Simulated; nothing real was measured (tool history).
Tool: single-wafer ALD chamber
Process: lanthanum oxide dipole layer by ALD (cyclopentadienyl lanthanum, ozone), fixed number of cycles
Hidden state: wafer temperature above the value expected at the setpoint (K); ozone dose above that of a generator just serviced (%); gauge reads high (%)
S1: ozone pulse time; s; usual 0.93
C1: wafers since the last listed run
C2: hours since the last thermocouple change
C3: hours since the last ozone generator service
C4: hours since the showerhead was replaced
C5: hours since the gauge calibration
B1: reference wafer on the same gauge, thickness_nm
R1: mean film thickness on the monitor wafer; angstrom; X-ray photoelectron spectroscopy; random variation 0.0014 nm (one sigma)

Run 1, hour 0: usual settings but S1 0.77 s; C1 0; C2 794.8; C3 569.4; C4 3140.4; C5 88.2; B1 0.531. Result: R1 4.05 angstrom.
Run 2, hour 67.2: usual settings but S1 0.73 s; C1 1498; C2 862; C3 636.6; C4 3207.6; C5 155.4; B1 0.531. Result: R1 3.85 angstrom.
Run 3, hour 174.6: usual settings; C1 2394; C2 969.4; C3 744; C4 3315; C5 262.8; B1 0.531. Result: R1 4.64 angstrom.
Run 4, hour 248.3: usual settings but S1 1.1 s; C1 1643; C2 1043.1; C3 817.7; C4 3388.7; C5 336.5; B1 0.531. Result: R1 5.02 angstrom.
Run 5, hour 309: usual settings but S1 1.1 s; C1 1353; C2 1103.8; C3 878.4; C4 3449.4; C5 397.2; B1 0.531. Result: R1 5.03 angstrom.
At hour 343.3: thermocouple changed; heater temperature recalibrated.
Run 6, hour 360.7: usual settings but S1 1.1 s; C1 974; C2 17.4; C3 930.1; C4 3501.1; C5 448.9; B1 0.531. Result: R1 5.02 angstrom.
At hour 459.6: showerhead replaced.
Run 7, hour 477: usual settings; C1 2414; C2 133.7; C3 1046.4; C4 17.4; C5 565.2; B1 0.532. Result: R1 4.62 angstrom.
Run 8, hour 523.8: usual settings; C1 1043; C2 180.5; C3 1093.2; C4 64.2; C5 612; B1 0.531. Result: R1 4.59 angstrom.
Run 9, hour 569.4: usual settings but S1 0.61 s; C1 1016; C2 226.1; C3 1138.8; C4 109.8; C5 657.6; B1 0.531. Result: R1 3.06 angstrom.
At hour 597.9: gauge calibrated.
Run 10, hour 608.2: usual settings; C1 864; C2 264.9; C3 1177.6; C4 148.6; C5 10.3; B1 0.531. Result: R1 4.6 angstrom.
Run 11, hour 691.7: usual settings but S1 0.82 s; C1 1861; C2 348.4; C3 1261.1; C4 232.1; C5 93.8; B1 0.531. Result: R1 4.23 angstrom.
At hour 757.6: ozone generator serviced.
Run 12, hour 770: usual settings but S1 1.18 s; C1 1567; C2 426.7; C3 12.4; C4 310.4; C5 172.1; B1 0.531. Result: R1 5.27 angstrom.
Run 13, hour 866.7: usual settings; C1 2155; C2 523.4; C3 109.1; C4 407.1; C5 268.8; B1 0.531. Result: R1 4.8 angstrom.
Run 14, hour 911.4: usual settings; C1 996; C2 568.1; C3 153.8; C4 451.8; C5 313.5; B1 0.53. Result: R1 4.75 angstrom.
Run 15, hour 977: usual settings but S1 0.62 s; C1 1462; C2 633.7; C3 219.4; C4 517.4; C5 379.1; B1 0.531. Result: R1 3.29 angstrom.
Run 16, hour 1064.9: usual settings but S1 1.07 s; C1 1959; C2 721.6; C3 307.3; C4 605.3; C5 467; B1 0.531. Result: R1 5.04 angstrom.
Run 17, hour 1119.7: usual settings but S1 1.19 s; C1 1221; C2 776.4; C3 362.1; C4 660.1; C5 521.8; B1 0.531. Result: R1 5.21 angstrom.

Forecast each of these 3 alternatives for the next run:
Run A, hour 1120.1: usual settings but S1 0.63 s; C1 8; C2 776.8; C3 362.5; C4 660.5; C5 522.2; B1 ?. Result: R1 ?.
Run B, hour 1120.1: usual settings but S1 1.15 s; C1 8; C2 776.8; C3 362.5; C4 660.5; C5 522.2; B1 ?. Result: R1 ?.
Run C, hour 1120.1: usual settings but S1 0.58 s; C1 8; C2 776.8; C3 362.5; C4 660.5; C5 522.2; B1 ?. Result: R1 ?.

run     B1    R1
  A  0.531  3.32
  B  0.531  5.19
  C  0.531  2.95
Without the tool's hidden state the same runs would have given:
run    R1
  A  3.48
  B  5.28
  C  3.11
